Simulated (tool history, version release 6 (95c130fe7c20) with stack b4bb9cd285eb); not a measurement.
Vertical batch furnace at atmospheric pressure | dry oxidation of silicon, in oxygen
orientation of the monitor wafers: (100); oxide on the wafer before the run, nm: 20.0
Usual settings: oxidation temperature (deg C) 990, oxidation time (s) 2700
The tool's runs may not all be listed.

run,hour,oxidation temperature (deg C),oxidation time (s),wafers since the last listed run,hours since the last temperature calibration,hours since the boat lift was adjusted,hours since the gauge calibration,"read-back reference wafer on the same gauge, thickness",oxide thickness on the monitor wafer (angstrom)
1,0.0,990,1830,0,1417.7,1014.4,828.9,43.78,367.6
2,99.9,990,1830,1624,1517.6,1114.3,928.8,43.77,368.5
3,165.9,971,2190,1073,1583.6,1180.3,994.8,43.80,362.8
4,211.6,971,2190,743,1629.3,1226.0,1040.5,43.79,363.2
5,305.3,979,2700,1523,1723.0,1319.7,1134.2,43.81,409.9
6,346.9,979,2700,676,1764.6,1361.3,1175.8,43.81,410.0
7,423.4,1000,3390,1243,1841.1,1437.8,1252.3,43.81,524.5
# hour 488.8: thermocouples replaced and temperature profile calibrated
8,490.3,990,2700,697,1.5,1504.7,1319.2,43.80,436.4
9,528.9,990,2040,627,40.1,1543.3,1357.8,43.81,384.5
10,609.2,990,2040,1305,120.4,1623.6,1438.1,43.80,383.3
11,689.5,990,2700,1305,200.7,1703.9,1518.4,43.78,436.5
12,732.5,990,2700,699,243.7,1746.9,1561.4,43.80,436.2
13,824.8,990,2700,1500,336.0,1839.2,1653.7,43.79,434.5
14,907.6,990,3000,1346,418.8,1922.0,1736.5,43.80,457.1
15,975.5,990,3000,1104,486.7,1989.9,1804.4,43.87,457.1
16,1013.0,990,2700,609,524.2,2027.4,1841.9,43.81,435.3
17,1061.2,990,2700,783,572.4,2075.6,1890.1,43.84,434.7
18,1123.1,990,2700,1006,634.3,2137.5,1952.0,43.79,434.2
19,1172.4,1007,1620,801,683.6,2186.8,2001.3,43.83,386.0
# hour 1246.2: gauge calibrated
20,1250.0,974,3870,1261,761.2,2264.4,3.8,43.79,476.2
21,1333.4,1006,3150,1356,844.6,2347.8,87.2,43.79,524.4
22,1409.3,990,2700,1234,920.5,2423.7,163.1,43.78,431.8
# hour 1467.6: boat lift adjusted
23,1499.6,974,3870,1078,1010.8,32.0,253.4,43.84,480.6
24,1564.7,1003,3600,1058,1075.9,97.1,318.5,43.77,563.6
25,1615.6,990,3330,827,1126.8,148.0,369.4,43.80,487.9
26,1693.6,990,1740,1268,1204.8,226.0,447.4,43.81,363.4
27,1762.4,990,2700,1118,1273.6,294.8,516.2,43.75,439.9
28,1823.2,990,2700,988,1334.4,355.6,577.0,43.79,439.7
29,1898.6,974,2700,1226,1409.8,431.0,652.4,43.77,403.5
30,1957.3,970,1740,954,1468.5,489.7,711.1,43.83,331.7
31,2275.4,1005,3990,5172,1786.6,807.8,1029.2,43.81,604.2
32,2329.3,1010,2700,876,1840.5,861.7,1083.1,43.78,504.1
# hour 2375.6: thermocouples replaced and temperature profile calibrated
33,2407.5,1000,3090,881,31.9,939.9,1161.3,43.82,504.9
34,2490.2,966,1440,1344,114.6,1022.6,1244.0,43.80,305.9
35,2571.5,990,1350,1321,195.9,1103.9,1325.3,43.82,328.1
36,2639.3,1001,1860,1102,263.7,1171.7,1393.1,43.83,396.2
37,2745.6,990,2700,1728,370.0,1278.0,1499.4,43.84,436.1
38,2790.2,990,2700,725,414.6,1322.6,1544.0,43.80,437.9

Measured less the same run without the tool's hidden state. The same run-to-run variation is in both; the gauge's scatter may not be:
The hidden state here: true tube temperature minus thermocouple reading, K; monitor wafer colder than the profiled boat position, K; gauge reads high (%).
run,oxide thickness on the monitor wafer (angstrom)
1,-2.9
2,-3.0
3,-2.3
4,-2.5
5,-3.6
6,-3.6
7,-7.7
8,-5.4
9,-4.4
10,-4.7
11,-6.1
12,-6.2
13,-6.5
14,-7.4
15,-7.6
16,-7.1
17,-7.3
18,-7.5
19,-7.3
20,-7.1
21,-12.4
22,-8.3
23,-0.5
24,-1.1
25,-1.0
26,-0.8
27,-1.4
28,-1.6
29,-1.3
30,-0.9
31,-5.5
32,-4.6
33,-4.9
34,-1.4
35,-2.3
36,-4.1
37,-4.6
38,-4.7
